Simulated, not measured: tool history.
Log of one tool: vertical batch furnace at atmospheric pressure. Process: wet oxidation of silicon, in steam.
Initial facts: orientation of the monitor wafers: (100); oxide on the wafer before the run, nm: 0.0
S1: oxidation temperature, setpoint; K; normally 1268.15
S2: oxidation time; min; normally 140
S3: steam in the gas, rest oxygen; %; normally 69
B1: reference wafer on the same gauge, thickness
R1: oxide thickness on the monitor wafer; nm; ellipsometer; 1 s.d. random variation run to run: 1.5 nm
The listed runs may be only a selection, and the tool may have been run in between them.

| run | day | S1 | S2 | S3 | B1 | R1 |
|---|---|---|---|---|---|---|
| 1 | 0 | 1268.15 | 140 | 69 | 448.64 | 533.52 |
| 2 | 7.9 | 1268.15 | 140 | 69 | 448.86 | 533.61 |
| 3 | 9.308 | 1268.15 | 195 | 69 | 448.9 | 661.92 |
| 4 | 11.725 | 1268.15 | 195 | 69 | 449.04 | 658.96 |
| 5 | 13.496 | 1268.15 | 195 | 69 | 449.12 | 660.7 |
| 6 | 14.892 | 1268.15 | 140 | 69 | 449.07 | 533.84 |
| 7 | 16.183 | 1268.15 | 140 | 69 | 448.77 | 537.16 |
| 8 | 19.1 | 1268.15 | 140 | 69 | 448.76 | 533.92 |
| 9 | 22.008 | 1268.15 | 185 | 69 | 448.83 | 638.2 |
| 10 | 23.221 | 1268.15 | 140 | 69 | 449.27 | 536.08 |
| 11 | 24.262 | 1268.15 | 140 | 69 | 449.73 | 535.86 |
| 12 | 26.221 | 1285.15 | 140 | 74 | 448.74 | 619.78 |
| 13 | 28.633 | 1285.15 | 140 | 74 | 449.16 | 620.5 |
|  | 32.35 | thermocouples replaced and temperature profile calibrated |
| 14 | 32.371 | 1285.15 | 140 | 74 | 449.2 | 629.44 |
| 15 | 33.971 | 1261.15 | 140 | 69 | 449.13 | 521.13 |
| 16 | 35.129 | 1261.15 | 140 | 69 | 449 | 522.78 |
| 17 | 36.233 | 1268.15 | 72 | 69 | 449.09 | 348.88 |
| 18 | 37.692 | 1284.15 | 117 | 69 | 448.93 | 536.23 |
| 19 | 40.067 | 1268.15 | 140 | 69 | 449.09 | 548.93 |
| 20 | 41.883 | 1268.15 | 140 | 69 | 449.01 | 545.87 |
| 21 | 44.046 | 1268.15 | 140 | 65 | 449 | 525.74 |
| 22 | 46.404 | 1255.15 | 117.5 | 61 | 448.67 | 409.2 |
|  | 47.671 | thermocouples replaced and temperature profile calibrated, repeated, since the last time left the tool worse |
| 23 | 49.388 | 1268.15 | 140 | 58 | 448.74 | 471.05 |
|  | 53.033 | gauge calibrated |
| 24 | 53.346 | 1268.15 | 140 | 69 | 449.15 | 524.84 |
| 25 | 54.883 | 1268.15 | 140 | 62 | 448.63 | 490.94 |
|  | 56.062 | steam generator serviced |
| 26 | 57.221 | 1268.15 | 140 | 69 | 449.54 | 526.42 |
| 27 | 60.188 | 1275.15 | 107.5 | 77 | 449.05 | 498.88 |
| 28 | 61.262 | 1268.15 | 74.5 | 62 | 449.28 | 318.62 |
| 29 | 62.6 | 1287.15 | 140 | 59 | 449.18 | 534.9 |
| 30 | 65.367 | 1268.15 | 96.5 | 61 | 449.35 | 378.01 |
| 31 | 66.4 | 1268.15 | 140 | 69 | 449.44 | 525.89 |
| 32 | 67.7 | 1262.15 | 202.5 | 77 | 449.15 | 690.35 |
| 33 | 68.908 | 1286.15 | 92.5 | 77 | 448.92 | 484.13 |
| 34 | 71.488 | 1268.15 | 140 | 69 | 449.07 | 526.95 |
| 35 | 72.504 | 1268.15 | 140 | 80 | 448.89 | 581.17 |
| 36 | 76.85 | 1268.15 | 140 | 69 | 449.28 | 526.22 |
| 37 | 79.183 | 1250.15 | 140 | 69 | 448.28 | 468.18 |
| 38 | 81.467 | 1277.15 | 168 | 69 | 448.9 | 629.46 |

Measured minus without-hidden-state, run by run (identical run-to-run variation in each term; gauge scatter may differ):
Hidden conditions of the tool in this case: true tube temperature minus thermocouple reading, K; steam share off its setpoint, % of the setpoint; gauge reads high (%).
| run | R1 |
|---|---|
| 1 | +8.02 |
| 2 | +8.85 |
| 3 | +10.27 |
| 4 | +10.51 |
| 5 | +10.75 |
| 6 | +9.58 |
| 7 | +9.78 |
| 8 | +10.02 |
| 9 | +11.51 |
| 10 | +10.5 |
| 11 | +10.6 |
| 12 | +10.98 |
| 13 | +11.25 |
| 14 | +20.95 |
| 15 | +20.81 |
| 16 | +20.99 |
| 17 | +15.96 |
| 18 | +19.6 |
| 19 | +21.55 |
| 20 | +21.62 |
| 21 | +21.35 |
| 22 | +19.46 |
| 23 | +0.31 |
| 24 | +0.75 |
| 25 | +0.88 |
| 26 | +1.16 |
| 27 | +1.4 |
| 28 | +1.17 |
| 29 | +1.62 |
| 30 | +1.66 |
| 31 | +2.13 |
| 32 | +2.76 |
| 33 | +2.11 |
| 34 | +2.67 |
| 35 | +2.96 |
| 36 | +3.24 |
| 37 | +3.5 |
| 38 | +4.01 |
